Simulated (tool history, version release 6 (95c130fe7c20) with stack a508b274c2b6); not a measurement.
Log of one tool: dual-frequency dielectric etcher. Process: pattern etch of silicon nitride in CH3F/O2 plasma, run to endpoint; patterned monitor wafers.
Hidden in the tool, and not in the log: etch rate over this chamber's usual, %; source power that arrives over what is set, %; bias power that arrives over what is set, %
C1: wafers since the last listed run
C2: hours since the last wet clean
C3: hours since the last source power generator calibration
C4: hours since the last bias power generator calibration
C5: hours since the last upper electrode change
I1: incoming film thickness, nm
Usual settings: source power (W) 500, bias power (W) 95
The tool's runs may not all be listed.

run 1 day=0 | source_power_(W)=560 bias_power_(W)=103 | C1=0 C2=298.2 C3=3452.6 C4=2672.1 C5=2568 | I1=77.5 | endpoint_time_(s)=63.6
run 2 day=0.621 | source_power_(W)=560 bias_power_(W)=103 | C1=102 C2=313.1 C3=3467.5 C4=2687 C5=2582.9 | I1=78.6 | endpoint_time_(s)=65
run 3 day=1.162 | source_power_(W)=570 bias_power_(W)=113 | C1=89 C2=326.1 C3=3480.5 C4=2700 C5=2595.9 | I1=78.3 | endpoint_time_(s)=61.7
run 4 day=1.792 | source_power_(W)=500 bias_power_(W)=95 | C1=103 C2=341.2 C3=3495.6 C4=2715.1 C5=2611 | I1=78.7 | endpoint_time_(s)=69.1
run 5 day=2.5 | source_power_(W)=500 bias_power_(W)=95 | C1=117 C2=358.2 C3=3512.6 C4=2732.1 C5=2628 | I1=78.2 | endpoint_time_(s)=68.9
run 6 day=3.096 | source_power_(W)=500 bias_power_(W)=95 | C1=98 C2=372.5 C3=3526.9 C4=2746.4 C5=2642.3 | I1=77.8 | endpoint_time_(s)=68.7
run 7 day=3.821 | source_power_(W)=500 bias_power_(W)=95 | C1=119 C2=389.9 C3=3544.3 C4=2763.8 C5=2659.7 | I1=77.3 | endpoint_time_(s)=68
run 8 day=4.288 | source_power_(W)=500 bias_power_(W)=95 | C1=77 C2=401.1 C3=3555.5 C4=2775 C5=2670.9 | I1=78.9 | endpoint_time_(s)=70.2
run 9 day=4.646 | source_power_(W)=500 bias_power_(W)=95 | C1=59 C2=409.7 C3=3564.1 C4=2783.6 C5=2679.5 | I1=77.6 | endpoint_time_(s)=68.4
-- day=5.717 wet clean of the chamber
run 10 day=5.738 | source_power_(W)=500 bias_power_(W)=95 | C1=15 C2=0.5 C3=3590.3 C4=2809.8 C5=2705.7 | I1=78.3 | endpoint_time_(s)=70.4
run 11 day=5.754 | source_power_(W)=590 bias_power_(W)=77 | C1=2 C2=0.9 C3=3590.7 C4=2810.2 C5=2706.1 | I1=78.5 | endpoint_time_(s)=75.7
run 12 day=6.196 | source_power_(W)=590 bias_power_(W)=77 | C1=73 C2=11.5 C3=3601.3 C4=2820.8 C5=2716.7 | I1=78.3 | endpoint_time_(s)=75.6
run 13 day=6.462 | source_power_(W)=500 bias_power_(W)=95 | C1=44 C2=17.9 C3=3607.7 C4=2827.2 C5=2723.1 | I1=79 | endpoint_time_(s)=71.5
run 14 day=7.079 | source_power_(W)=500 bias_power_(W)=95 | C1=101 C2=32.7 C3=3622.5 C4=2842 C5=2737.9 | I1=78.1 | endpoint_time_(s)=70.7
run 15 day=7.588 | source_power_(W)=500 bias_power_(W)=95 | C1=84 C2=44.9 C3=3634.7 C4=2854.2 C5=2750.1 | I1=78.2 | endpoint_time_(s)=71.4
run 16 day=8.175 | source_power_(W)=500 bias_power_(W)=95 | C1=97 C2=59 C3=3648.8 C4=2868.3 C5=2764.2 | I1=78.7 | endpoint_time_(s)=71
run 17 day=8.662 | source_power_(W)=590 bias_power_(W)=77 | C1=80 C2=70.7 C3=3660.5 C4=2880 C5=2775.9 | I1=78.8 | endpoint_time_(s)=75.4
run 18 day=8.921 | source_power_(W)=390 bias_power_(W)=87 | C1=42 C2=76.9 C3=3666.7 C4=2886.2 C5=2782.1 | I1=78.6 | endpoint_time_(s)=77.9
-- day=9.712 source power generator calibrated
-- day=10.175 wet clean of the chamber, repeated, since the last time left the tool worse
run 19 day=11.167 | source_power_(W)=500 bias_power_(W)=86 | C1=267 C2=23.8 C3=34.9 C4=2940.1 C5=2836 | I1=77.2 | endpoint_time_(s)=69.9
run 20 day=11.671 | source_power_(W)=410 bias_power_(W)=86 | C1=83 C2=35.9 C3=47 C4=2952.2 C5=2848.1 | I1=77.7 | endpoint_time_(s)=74
run 21 day=12.342 | source_power_(W)=500 bias_power_(W)=95 | C1=110 C2=52 C3=63.1 C4=2968.3 C5=2864.2 | I1=78.6 | endpoint_time_(s)=68
run 22 day=12.95 | source_power_(W)=570 bias_power_(W)=105 | C1=100 C2=66.6 C3=77.7 C4=2982.9 C5=2878.8 | I1=79.4 | endpoint_time_(s)=64.1
-- day=14.162 bias power generator calibrated
-- day=14.221 upper electrode replaced
run 23 day=14.242 | source_power_(W)=460 bias_power_(W)=87 | C1=176 C2=97.6 C3=108.7 C4=1.9 C5=0.5 | I1=77.5 | endpoint_time_(s)=71.5
run 24 day=14.258 | source_power_(W)=440 bias_power_(W)=95 | C1=2 C2=98 C3=109.1 C4=2.3 C5=0.9 | I1=78.7 | endpoint_time_(s)=70.2
run 25 day=14.408 | source_power_(W)=500 bias_power_(W)=95 | C1=24 C2=101.6 C3=112.7 C4=5.9 C5=4.5 | I1=77.7 | endpoint_time_(s)=67.6
run 26 day=15.062 | source_power_(W)=610 bias_power_(W)=112 | C1=108 C2=117.3 C3=128.4 C4=21.6 C5=20.2 | I1=78 | endpoint_time_(s)=60.5
run 27 day=15.621 | source_power_(W)=590 bias_power_(W)=114 | C1=92 C2=130.7 C3=141.8 C4=35 C5=33.6 | I1=78.4 | endpoint_time_(s)=60.5
run 28 day=16.333 | source_power_(W)=410 bias_power_(W)=74 | C1=117 C2=147.8 C3=158.9 C4=52.1 C5=50.7 | I1=78.3 | endpoint_time_(s)=79.2
run 29 day=17.012 | source_power_(W)=530 bias_power_(W)=116 | C1=112 C2=164.1 C3=175.2 C4=68.4 C5=67 | I1=78.2 | endpoint_time_(s)=61
run 30 day=17.483 | source_power_(W)=590 bias_power_(W)=110 | C1=77 C2=175.4 C3=186.5 C4=79.7 C5=78.3 | I1=78.3 | endpoint_time_(s)=61.5
run 31 day=17.871 | source_power_(W)=470 bias_power_(W)=116 | C1=64 C2=184.7 C3=195.8 C4=89 C5=87.6 | I1=78.7 | endpoint_time_(s)=63.2
run 32 day=18.217 | source_power_(W)=400 bias_power_(W)=95 | C1=57 C2=193 C3=204.1 C4=97.3 C5=95.9 | I1=78.5 | endpoint_time_(s)=71.5
run 33 day=18.754 | source_power_(W)=500 bias_power_(W)=95 | C1=88 C2=205.9 C3=217 C4=110.2 C5=108.8 | I1=78.9 | endpoint_time_(s)=68.7
run 34 day=19.488 | source_power_(W)=400 bias_power_(W)=111 | C1=121 C2=223.5 C3=234.6 C4=127.8 C5=126.4 | I1=78.7 | endpoint_time_(s)=66.7

Forecast each of these 5 alternatives for the next run:
run A day=19.508 | source_power_(W)=500 bias_power_(W)=95 | C1=3 C2=224 C3=235.1 C4=128.3 C5=126.9 | I1=78 | endpoint_time_(s)=?
run B day=19.508 | source_power_(W)=400 bias_power_(W)=77 | C1=3 C2=224 C3=235.1 C4=128.3 C5=126.9 | I1=78 | endpoint_time_(s)=?
run C day=19.508 | source_power_(W)=560 bias_power_(W)=105 | C1=3 C2=224 C3=235.1 C4=128.3 C5=126.9 | I1=78 | endpoint_time_(s)=?
run D day=19.508 | source_power_(W)=470 bias_power_(W)=95 | C1=3 C2=224 C3=235.1 C4=128.3 C5=126.9 | I1=78 | endpoint_time_(s)=?
run E day=19.508 | source_power_(W)=610 bias_power_(W)=111 | C1=3 C2=224 C3=235.1 C4=128.3 C5=126.9 | I1=78 | endpoint_time_(s)=?

run=A endpoint_time_(s)=68.7
run=B endpoint_time_(s)=79.3
run=C endpoint_time_(s)=64
run=D endpoint_time_(s)=69.6
run=E endpoint_time_(s)=61.2
Without the tool's hidden state the same runs would have given:
run=A endpoint_time_(s)=67.8
run=B endpoint_time_(s)=78.2
run=C endpoint_time_(s)=63.1
run=D endpoint_time_(s)=68.6
run=E endpoint_time_(s)=60.4
